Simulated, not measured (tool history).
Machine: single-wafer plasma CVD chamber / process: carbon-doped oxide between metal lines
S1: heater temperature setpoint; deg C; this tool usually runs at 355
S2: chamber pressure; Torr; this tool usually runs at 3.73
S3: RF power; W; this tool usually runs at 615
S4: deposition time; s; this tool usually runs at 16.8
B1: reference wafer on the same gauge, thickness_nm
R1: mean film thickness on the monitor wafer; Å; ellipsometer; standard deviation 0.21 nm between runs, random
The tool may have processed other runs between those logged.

{"run": 1, "hour": 0.0, "S1": 355, "S2": 3.73, "S3": 615, "S4": 16.8, "B1": 93.423, "R1": 935.96}
{"run": 2, "hour": 64.4, "S1": 366, "S2": 3.73, "S3": 615, "S4": 16.8, "B1": 93.568, "R1": 908.33}
{"run": 3, "hour": 90.9, "S1": 355, "S2": 3.73, "S3": 615, "S4": 16.8, "B1": 93.526, "R1": 935.71}
{"run": 4, "hour": 161.9, "S1": 355, "S2": 3.73, "S3": 615, "S4": 16.8, "B1": 93.557, "R1": 936.35}
{"run": 5, "hour": 213.5, "S1": 355, "S2": 3.73, "S3": 615, "S4": 16.8, "B1": 93.514, "R1": 932.92}
{"run": 6, "hour": 257.3, "S1": 355, "S2": 3.73, "S3": 615, "S4": 16.8, "B1": 93.523, "R1": 937.12}
{"run": 7, "hour": 328.0, "S1": 355, "S2": 3.73, "S3": 615, "S4": 16.8, "B1": 93.536, "R1": 932.5}
{"run": 8, "hour": 371.1, "S1": 355, "S2": 3.73, "S3": 615, "S4": 16.8, "B1": 93.491, "R1": 932.27}
{"hour": 394.3, "done": "gauge calibrated"}
{"run": 9, "hour": 402.4, "S1": 355, "S2": 3.73, "S3": 615, "S4": 16.8, "B1": 93.501, "R1": 932.21}
{"run": 10, "hour": 456.5, "S1": 355, "S2": 4.19, "S3": 560, "S4": 16.8, "B1": 93.451, "R1": 864.35}
{"hour": 465.6, "done": "capacitance manometer re-zeroed and calibrated"}
{"run": 11, "hour": 484.4, "S1": 355, "S2": 4.59, "S3": 675, "S4": 16.8, "B1": 93.618, "R1": 1026.34}
{"run": 12, "hour": 551.5, "S1": 355, "S2": 3.4, "S3": 560, "S4": 16.8, "B1": 93.514, "R1": 851.5}
{"hour": 601.0, "done": "showerhead replaced, of another model than before"}
{"run": 13, "hour": 607.4, "S1": 347, "S2": 3.73, "S3": 615, "S4": 16.8, "B1": 93.51, "R1": 955.47}
{"run": 14, "hour": 665.4, "S1": 349, "S2": 3.73, "S3": 735, "S4": 20.1, "B1": 93.542, "R1": 1275.02}
{"run": 15, "hour": 699.2, "S1": 355, "S2": 3.73, "S3": 715, "S4": 16.8, "B1": 93.51, "R1": 1031.66}
{"run": 16, "hour": 736.9, "S1": 351, "S2": 4.17, "S3": 615, "S4": 16.8, "B1": 93.431, "R1": 955.8}
{"run": 17, "hour": 786.3, "S1": 347, "S2": 2.85, "S3": 535, "S4": 15.9, "B1": 93.518, "R1": 796.14}
{"hour": 852.5, "done": "RF generator calibrated"}
{"run": 18, "hour": 990.9, "S1": 355, "S2": 3.73, "S3": 615, "S4": 16.8, "B1": 93.405, "R1": 931.42}
{"run": 19, "hour": 1016.6, "S1": 355, "S2": 3.49, "S3": 495, "S4": 18.6, "B1": 93.464, "R1": 874.71}
{"run": 20, "hour": 1061.0, "S1": 355, "S2": 3.12, "S3": 615, "S4": 14.6, "B1": 93.454, "R1": 790.77}
{"hour": 1096.1, "done": "thermocouple changed; heater temperature recalibrated"}
{"run": 21, "hour": 1121.0, "S1": 347, "S2": 2.85, "S3": 535, "S4": 15.9, "B1": 93.456, "R1": 807.4}
{"run": 22, "hour": 1172.5, "S1": 355, "S2": 3.49, "S3": 495, "S4": 18.6, "B1": 93.48, "R1": 883.13}
{"run": 23, "hour": 1239.5, "S1": 355, "S2": 4.09, "S3": 505, "S4": 16.8, "B1": 93.489, "R1": 824.97}
{"run": 24, "hour": 1296.2, "S1": 342, "S2": 3.73, "S3": 650, "S4": 16.8, "B1": 93.655, "R1": 1011.79}
{"run": 25, "hour": 1357.6, "S1": 355, "S2": 3.73, "S3": 505, "S4": 20.0, "B1": 93.518, "R1": 970.66}
{"run": 26, "hour": 1419.0, "S1": 355, "S2": 3.31, "S3": 615, "S4": 16.8, "B1": 93.585, "R1": 925.38}
{"run": 27, "hour": 1454.5, "S1": 355, "S2": 3.73, "S3": 615, "S4": 15.4, "B1": 93.493, "R1": 861.01}
{"run": 28, "hour": 1507.8, "S1": 340, "S2": 4.58, "S3": 615, "S4": 16.8, "B1": 93.461, "R1": 1011.7}
{"run": 29, "hour": 1573.5, "S1": 355, "S2": 3.73, "S3": 615, "S4": 16.8, "B1": 93.426, "R1": 937.6}

Branching from run 29: 3 alternative next runs. What would each branch give?
{"run": "A", "hour": 1573.9, "S1": 355, "S2": 3.73, "S3": 615, "S4": 16.8, "B1": "?", "R1": "?"}
{"run": "B", "hour": 1573.9, "S1": 360, "S2": 3.73, "S3": 615, "S4": 16.8, "B1": "?", "R1": "?"}
{"run": "C", "hour": 1573.9, "S1": 355, "S2": 3.05, "S3": 615, "S4": 19.3, "B1": "?", "R1": "?"}

run=A B1=93.473 R1=937.12
run=B B1=93.473 R1=923.91
run=C B1=93.473 R1=1050.42
With no hidden state in the tool, these same runs would have given:
run=A R1=939.42
run=B R1=925.98
run=C R1=1052.99
